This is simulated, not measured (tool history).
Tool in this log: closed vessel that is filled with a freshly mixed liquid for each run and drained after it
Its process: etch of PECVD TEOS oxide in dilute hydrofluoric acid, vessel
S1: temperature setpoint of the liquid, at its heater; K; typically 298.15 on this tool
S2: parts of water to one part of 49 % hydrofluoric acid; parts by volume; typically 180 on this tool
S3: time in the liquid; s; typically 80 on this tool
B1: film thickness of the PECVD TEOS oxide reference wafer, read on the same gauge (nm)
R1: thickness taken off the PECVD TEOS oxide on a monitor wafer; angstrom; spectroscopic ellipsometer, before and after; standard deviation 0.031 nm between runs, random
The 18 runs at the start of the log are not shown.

{"run": 19, "hour": 1357.6, "S1": 294.65, "S2": 180, "S3": 80, "B1": 136.92, "R1": 87.9}
{"run": 20, "hour": 1458.8, "S1": 302.15, "S2": 215, "S3": 65, "B1": 136.89, "R1": 75.4}
{"run": 21, "hour": 1503.4, "S1": 298.15, "S2": 180, "S3": 60, "B1": 136.85, "R1": 75.1}
{"hour": 1521.3, "done": "gauge calibrated"}
{"hour": 1575.8, "done": "hydrofluoric acid flow meter replaced"}
{"run": 22, "hour": 1602.2, "S1": 298.15, "S2": 145, "S3": 65, "B1": 139.26, "R1": 106.6}
{"run": 23, "hour": 1699.9, "S1": 298.15, "S2": 180, "S3": 80, "B1": 138.99, "R1": 101.3}
{"run": 24, "hour": 1804.2, "S1": 302.65, "S2": 95, "S3": 105, "B1": 138.68, "R1": 332.3}
{"run": 25, "hour": 1856.6, "S1": 296.65, "S2": 180, "S3": 110, "B1": 138.57, "R1": 132.2}
{"run": 26, "hour": 1910.4, "S1": 298.15, "S2": 180, "S3": 80, "B1": 138.49, "R1": 101.3}
{"run": 27, "hour": 1949.4, "S1": 298.15, "S2": 220, "S3": 80, "B1": 138.35, "R1": 79.7}
{"run": 28, "hour": 1988.2, "S1": 298.15, "S2": 255, "S3": 80, "B1": 138.27, "R1": 66.0}
{"run": 29, "hour": 2028.3, "S1": 298.15, "S2": 180, "S3": 45, "B1": 138.18, "R1": 56.9}
{"run": 30, "hour": 2069.1, "S1": 298.15, "S2": 150, "S3": 110, "B1": 138.12, "R1": 172.9}
{"run": 31, "hour": 2166.7, "S1": 298.15, "S2": 90, "S3": 80, "B1": 137.95, "R1": 226.1}
{"run": 32, "hour": 2251.9, "S1": 296.65, "S2": 210, "S3": 80, "B1": 137.78, "R1": 79.2}
{"run": 33, "hour": 2288.4, "S1": 298.15, "S2": 180, "S3": 125, "B1": 137.72, "R1": 157.9}

4 options for the next run, each taken on its own from the tool as it stands now. Forecast them:
{"run": "A", "hour": 2289.1, "S1": 298.15, "S2": 180, "S3": 80, "B1": "?", "R1": "?"}
{"run": "B", "hour": 2289.1, "S1": 298.15, "S2": 125, "S3": 115, "B1": "?", "R1": "?"}
{"run": "C", "hour": 2289.1, "S1": 298.15, "S2": 180, "S3": 55, "B1": "?", "R1": "?"}
{"run": "D", "hour": 2289.1, "S1": 298.15, "S2": 215, "S3": 40, "B1": "?", "R1": "?"}

run=A B1=137.74 R1=100.4
run=B B1=137.74 R1=221.7
run=C B1=137.74 R1=69.0
run=D B1=137.74 R1=40.4
Without the tool's unlogged condition, the same runs would have read:
run=A R1=102.1
run=B R1=225.3
run=C R1=70.2
run=D R1=41.1
